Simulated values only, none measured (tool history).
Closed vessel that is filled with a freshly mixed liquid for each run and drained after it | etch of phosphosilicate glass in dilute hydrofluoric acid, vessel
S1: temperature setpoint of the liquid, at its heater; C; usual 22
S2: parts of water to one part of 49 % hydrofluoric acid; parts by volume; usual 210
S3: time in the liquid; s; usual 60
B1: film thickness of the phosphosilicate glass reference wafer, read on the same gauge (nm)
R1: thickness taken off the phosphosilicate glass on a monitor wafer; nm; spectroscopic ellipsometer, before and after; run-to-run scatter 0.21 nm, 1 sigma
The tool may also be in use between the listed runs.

run     day    S1   S2  S3     B1     R1
  1       0    22  210  60  70.04  26.73
  2   0.517    22  210  80  69.99  35.94
  3   1.021    22  210  80     70  36.12
  4   1.642    22  210  60     70  27.08
  5   2.204    22  210  60  69.97   27.2
  6   2.892    22  210  60  69.99  27.17
  7   3.171    22  210  60  69.99  27.75
  8   3.792    22  210  60     70  27.33
  9   4.488    22  210  60  69.96  27.16
 10   5.204    26  210  40  70.03  21.19
 11   5.762    22  210  60  69.96  27.04
      6.154  -- hydrofluoric acid flow meter replaced
 12   6.433    22  210  60     70  28.92
      6.458  -- gauge calibrated
 13   6.912    22  210  60  69.95  29.17
 14   7.612    22  120  60  70.03  54.37
 15   7.967    22  180  60  69.98  34.49
 16     8.3    22  210  60  70.03   28.8
 17   9.162    25  175  30     70   20.1
 18   9.704    26  210  90  70.01  50.28
     10.067  -- hydrofluoric acid flow meter replaced, repeated, since the last time left the tool worse
 19  10.217    22  280  40  70.02  11.41
 20  10.779    24  210  75  70.02  33.15
 21  11.338    20  175  60  69.99  28.26
     11.838  -- thermometer replaced
 22  13.171    22  250  60  69.99  20.01
 23  13.596    22  275  60  69.97  17.97
 24  14.329    22  210  60  69.95  24.38
 25  15.079  19.5  145  90  69.96  52.18
 26  15.546    22  210  95  69.98  39.22
 27  15.825    26  170  85  69.98  53.09

3 ways to go on from here, each from the tool as it stands after run 27. What would each give?
  A  15.854  19.5  210  60   ?   ?
  B  15.854    22  150  60   ?   ?
  C  15.854  26.5  210  60   ?   ?

run     B1     R1
  A  70.03  22.74
  B  70.03  37.28
  C  70.03   29.5
What these runs would have given with no unlogged condition in the tool:
run     R1
  A  22.39
  B  36.72
  C  29.03

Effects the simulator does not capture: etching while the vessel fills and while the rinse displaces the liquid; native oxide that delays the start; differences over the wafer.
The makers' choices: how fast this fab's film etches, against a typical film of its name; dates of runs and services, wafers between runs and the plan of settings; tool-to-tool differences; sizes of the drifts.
